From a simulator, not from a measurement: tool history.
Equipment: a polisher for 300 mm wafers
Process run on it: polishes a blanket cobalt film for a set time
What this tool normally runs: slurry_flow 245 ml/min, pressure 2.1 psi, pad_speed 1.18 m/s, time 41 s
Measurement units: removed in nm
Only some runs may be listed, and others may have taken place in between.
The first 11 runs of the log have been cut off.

| run | hour | slurry_flow | pressure | pad_speed | time | wafers since the last listed run | wafers polished on this pad | hours since the slurry nozzle was cleaned | hours since the head pressure was calibrated | incoming thickness of the incoming film, nm | removed |
|---|---|---|---|---|---|---|---|---|---|---|---|
| 12 | 897 | 245 | 2.1 | 1.18 | 41 | 619 | 1499 | 168 | 150.3 | 1358.6 | 302.2 |
| 13 | 956.4 | 245 | 2.1 | 1.18 | 41 | 534 | 2034 | 227.4 | 209.7 | 1359.7 | 297.9 |
| 14 | 1010.9 | 245 | 2.1 | 1.18 | 41 | 490 | 2525 | 281.9 | 264.2 | 1367.8 | 298 |
| 15 | 1092.3 | 245 | 2.1 | 1.18 | 41 | 733 | 3258 | 363.3 | 345.6 | 1368.3 | 298.2 |
| 16 | 1169.5 | 245 | 2.1 | 1.18 | 41 | 695 | 3954 | 440.5 | 422.8 | 1341.6 | 298.7 |
|  | 1260 | slurry nozzle cleaned |
| 17 | 1262.1 | 245 | 1.9 | 1.18 | 41 | 825 | 4779 | 2.1 | 515.4 | 1356.5 | 285.4 |
|  | 1339.6 | worn pad replaced by a new one |
| 18 | 1366.3 | 325 | 2.1 | 1.18 | 41 | 902 | 240 | 106.3 | 619.6 | 1362.8 | 312.1 |
| 19 | 1459.3 | 275 | 1.8 | 1.58 | 34 | 837 | 1078 | 199.3 | 712.6 | 1354.4 | 300.3 |
| 20 | 1521.1 | 245 | 1.6 | 0.98 | 41 | 556 | 1635 | 261.1 | 774.4 | 1341.6 | 195.7 |
| 21 | 1659.2 | 245 | 2.7 | 1.18 | 54 | 1243 | 2878 | 399.2 | 912.5 | 1358.2 | 483 |
| 22 | 1729.6 | 170 | 2.4 | 1 | 41 | 634 | 3512 | 469.6 | 982.9 | 1385.8 | 264 |
|  | 1785.8 | slurry nozzle cleaned |
| 23 | 1827.5 | 245 | 1.7 | 1.18 | 41 | 872 | 4385 | 41.7 | 1080.8 | 1330.8 | 255.2 |
| 24 | 1869.7 | 315 | 2.1 | 1.54 | 41 | 380 | 4765 | 83.9 | 1123 | 1355.5 | 409.8 |
| 25 | 1920.3 | 220 | 2.1 | 1.18 | 41 | 455 | 5221 | 134.5 | 1173.6 | 1360.4 | 294.1 |
| 26 | 1977 | 280 | 1.5 | 1.18 | 41 | 510 | 5732 | 191.2 | 1230.3 | 1366.3 | 228.5 |
|  | 1986.4 | worn pad replaced by a new one |
| 27 | 2025.1 | 245 | 2.1 | 1.18 | 41 | 397 | 348 | 239.3 | 1278.4 | 1369.9 | 303.6 |
| 28 | 2064.1 | 245 | 2.8 | 1.46 | 41 | 351 | 699 | 278.3 | 1317.4 | 1345.8 | 472.5 |
| 29 | 2148.6 | 245 | 1.4 | 1.34 | 41 | 761 | 1460 | 362.8 | 1401.9 | 1351 | 240.9 |
|  | 2167.7 | head pressure recalibrated |
| 30 | 2184.7 | 170 | 2.1 | 1.18 | 51 | 307 | 1767 | 398.9 | 17 | 1344.3 | 350.4 |
|  | 2389.3 | slurry nozzle cleaned |
| 31 | 2432.6 | 245 | 2.1 | 1.18 | 41 | 2223 | 3991 | 43.3 | 264.9 | 1375.5 | 309.4 |
| 32 | 2468.8 | 210 | 1.5 | 1.18 | 28 | 326 | 4317 | 79.5 | 301.1 | 1339.7 | 152.9 |
| 33 | 2560.7 | 245 | 2.1 | 1.18 | 41 | 827 | 5145 | 171.4 | 393 | 1332.9 | 299.7 |
|  | 2643.6 | worn pad replaced by a new one |
| 34 | 2650.7 | 275 | 1.8 | 1.58 | 34 | 774 | 63 | 261.4 | 483 | 1334.1 | 297.7 |
| 35 | 2748.4 | 215 | 2.1 | 1.04 | 49 | 879 | 943 | 359.1 | 580.7 | 1357.1 | 306.7 |
| 36 | 2841.3 | 245 | 2.1 | 1.18 | 41 | 836 | 1780 | 452 | 673.6 | 1359.1 | 292.2 |

What if the next run were any one of these 5? Each begins from the tool's condition after run 36:
| A | 2841.7 | 210 | 2.1 | 1.18 | 41 | 3 | 1784 | 452.4 | 674 | 1354.3 | ? |
| B | 2841.7 | 245 | 2.6 | 0.78 | 27 | 3 | 1784 | 452.4 | 674 | 1354.3 | ? |
| C | 2841.7 | 245 | 2.1 | 1.18 | 30 | 3 | 1784 | 452.4 | 674 | 1354.3 | ? |
| D | 2841.7 | 245 | 2.1 | 1.18 | 28 | 3 | 1784 | 452.4 | 674 | 1354.3 | ? |
| E | 2841.7 | 245 | 2.4 | 1.18 | 32 | 3 | 1784 | 452.4 | 674 | 1354.3 | ? |

| run | removed |
|---|---|
| A | 295.2 |
| B | 159.1 |
| C | 221.4 |
| D | 206.7 |
| E | 265.6 |
What these runs would have given with no unlogged condition in the tool:
| run | removed |
|---|---|
| A | 309.1 |
| B | 165.5 |
| C | 230.4 |
| D | 215 |
| E | 276.3 |
